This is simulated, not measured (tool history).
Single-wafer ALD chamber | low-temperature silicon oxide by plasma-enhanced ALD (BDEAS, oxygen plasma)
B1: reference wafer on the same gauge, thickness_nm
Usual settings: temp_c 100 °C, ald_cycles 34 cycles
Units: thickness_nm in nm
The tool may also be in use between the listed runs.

run 1 day=0 | temp_c=100 ald_cycles=34 | B1=5.087 | thickness_nm=4.454
run 2 day=2.612 | temp_c=100 ald_cycles=37 | B1=5.095 | thickness_nm=4.84
run 3 day=5.45 | temp_c=100 ald_cycles=37 | B1=5.094 | thickness_nm=4.846
run 4 day=12.871 | temp_c=100 ald_cycles=37 | B1=5.09 | thickness_nm=4.835
run 5 day=15.5 | temp_c=100 ald_cycles=34 | B1=5.091 | thickness_nm=4.44
run 6 day=18.371 | temp_c=100 ald_cycles=34 | B1=5.092 | thickness_nm=4.463
-- day=19.333 thermocouple changed; heater temperature recalibrated
run 7 day=20.483 | temp_c=100 ald_cycles=34 | B1=5.089 | thickness_nm=4.495
run 8 day=23.379 | temp_c=100 ald_cycles=34 | B1=5.091 | thickness_nm=4.477
run 9 day=25.983 | temp_c=100 ald_cycles=34 | B1=5.093 | thickness_nm=4.462
run 10 day=28.025 | temp_c=109 ald_cycles=34 | B1=5.089 | thickness_nm=4.391
-- day=29.512 gauge calibrated
run 11 day=29.917 | temp_c=87 ald_cycles=27 | B1=5.09 | thickness_nm=3.73
run 12 day=32.271 | temp_c=95 ald_cycles=34 | B1=5.093 | thickness_nm=4.531
run 13 day=34.829 | temp_c=100 ald_cycles=34 | B1=5.091 | thickness_nm=4.482
run 14 day=36.842 | temp_c=111 ald_cycles=30 | B1=5.094 | thickness_nm=3.859
run 15 day=39.004 | temp_c=94 ald_cycles=27 | B1=5.088 | thickness_nm=3.592
run 16 day=41.729 | temp_c=111 ald_cycles=28 | B1=5.092 | thickness_nm=3.611
run 17 day=42.971 | temp_c=100 ald_cycles=34 | B1=5.094 | thickness_nm=4.458
run 18 day=45.762 | temp_c=108 ald_cycles=28 | B1=5.087 | thickness_nm=3.612

3 ways to go on from here, each from the tool as it stands after run 18. What would each give?
run A day=45.783 | temp_c=100 ald_cycles=31 | B1=? | thickness_nm=?
run B day=45.783 | temp_c=90 ald_cycles=34 | B1=? | thickness_nm=?
run C day=45.783 | temp_c=93 ald_cycles=29 | B1=? | thickness_nm=?

run=A B1=5.092 thickness_nm=4.054
run=B B1=5.092 thickness_nm=4.594
run=C B1=5.092 thickness_nm=3.871
Without the tool's hidden state the same runs would have given:
run=A thickness_nm=4.087
run=B thickness_nm=4.668
run=C thickness_nm=3.934

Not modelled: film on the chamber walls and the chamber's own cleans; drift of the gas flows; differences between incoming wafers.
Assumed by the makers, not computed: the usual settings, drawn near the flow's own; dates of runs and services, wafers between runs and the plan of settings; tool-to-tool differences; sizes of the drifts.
